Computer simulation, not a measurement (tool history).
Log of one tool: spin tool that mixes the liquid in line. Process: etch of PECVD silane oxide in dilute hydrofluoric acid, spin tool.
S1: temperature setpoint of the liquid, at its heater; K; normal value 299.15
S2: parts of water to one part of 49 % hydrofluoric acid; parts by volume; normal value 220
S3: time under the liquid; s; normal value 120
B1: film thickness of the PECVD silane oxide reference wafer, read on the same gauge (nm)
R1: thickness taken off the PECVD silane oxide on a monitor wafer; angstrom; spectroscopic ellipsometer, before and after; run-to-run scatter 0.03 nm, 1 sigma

Run 1, hour 0: usual settings; B1 140.03. Result: R1 65.4 angstrom.
Run 2, hour 91.8: usual settings but S3 165 s; B1 139.99. Result: R1 89 angstrom.
Run 3, hour 136: usual settings; B1 139.96. Result: R1 65.2 angstrom.
Run 4, hour 242.2: usual settings; B1 139.94. Result: R1 64.8 angstrom.
Run 5, hour 329.9: usual settings; B1 139.95. Result: R1 64.6 angstrom.
Run 6, hour 403: usual settings; B1 139.95. Result: R1 64.9 angstrom.
At hour 635.1: thermometer replaced.
Run 7, hour 666.8: usual settings but S1 295.65 K, S2 285 parts by volume; B1 139.99. Result: R1 40.5 angstrom.
At hour 683.2: hydrofluoric acid flow meter replaced.
Run 8, hour 720.7: usual settings but S1 295.65 K, S2 285 parts by volume; B1 140.03. Result: R1 40.4 angstrom.
Run 9, hour 791.2: usual settings; B1 140.03. Result: R1 63.8 angstrom.
Run 10, hour 829.2: usual settings but S2 255 parts by volume, S3 75 s; B1 139.96. Result: R1 32.9 angstrom.
Run 11, hour 925.6: usual settings but S2 250 parts by volume, S3 160 s; B1 139.95. Result: R1 72 angstrom.
At hour 946.1: gauge calibrated.
At hour 952.3: thermometer replaced, repeated, since the last time left the tool worse.
Run 12, hour 1003.8: usual settings but S2 185 parts by volume; B1 139.93. Result: R1 81.1 angstrom.
Run 13, hour 1098.9: usual settings but S1 301.65 K, S2 265 parts by volume, S3 140 s; B1 140.01. Result: R1 66.9 angstrom.
Run 14, hour 1164.5: usual settings but S3 170 s; B1 139.97. Result: R1 93.5 angstrom.
Run 15, hour 1233.1: usual settings but S1 295.15 K, S3 150 s; B1 139.98. Result: R1 71.1 angstrom.
Run 16, hour 1294.8: usual settings; B1 140.04. Result: R1 65.4 angstrom.
Run 17, hour 1393.1: usual settings but S3 75 s; B1 140.04. Result: R1 40.9 angstrom.
Run 18, hour 1439.3: usual settings but S1 296.15 K, S2 305 parts by volume; B1 139.99. Result: R1 39.2 angstrom.
Run 19, hour 1529.4: usual settings but S1 303.65 K, S3 180 s; B1 139.99. Result: R1 115.2 angstrom.
Run 20, hour 1618.9: usual settings; B1 140.03. Result: R1 64.8 angstrom.
Run 21, hour 1689: usual settings but S1 303.65 K, S3 180 s; B1 139.99. Result: R1 114.6 angstrom.
Run 22, hour 1756.8: usual settings but S1 297.65 K, S2 275 parts by volume, S3 100 s; B1 139.95. Result: R1 38.9 angstrom.

Forecast each of these 3 alternatives for the next run:
Run A, hour 1757.2: usual settings; B1 ?. Result: R1 ?.
Run B, hour 1757.2: usual settings but S1 295.65 K, S2 120 parts by volume, S3 175 s; B1 ?. Result: R1 ?.
Run C, hour 1757.2: usual settings but S1 294.65 K, S3 70 s; B1 ?. Result: R1 ?.

run      B1    R1
  A  140.02  64.6
  B  140.02   169
  C  140.02  31.9
Without the tool's unlogged condition, the same runs would have read:
run     R1
  A   65.8
  B  172.5
  C   32.6

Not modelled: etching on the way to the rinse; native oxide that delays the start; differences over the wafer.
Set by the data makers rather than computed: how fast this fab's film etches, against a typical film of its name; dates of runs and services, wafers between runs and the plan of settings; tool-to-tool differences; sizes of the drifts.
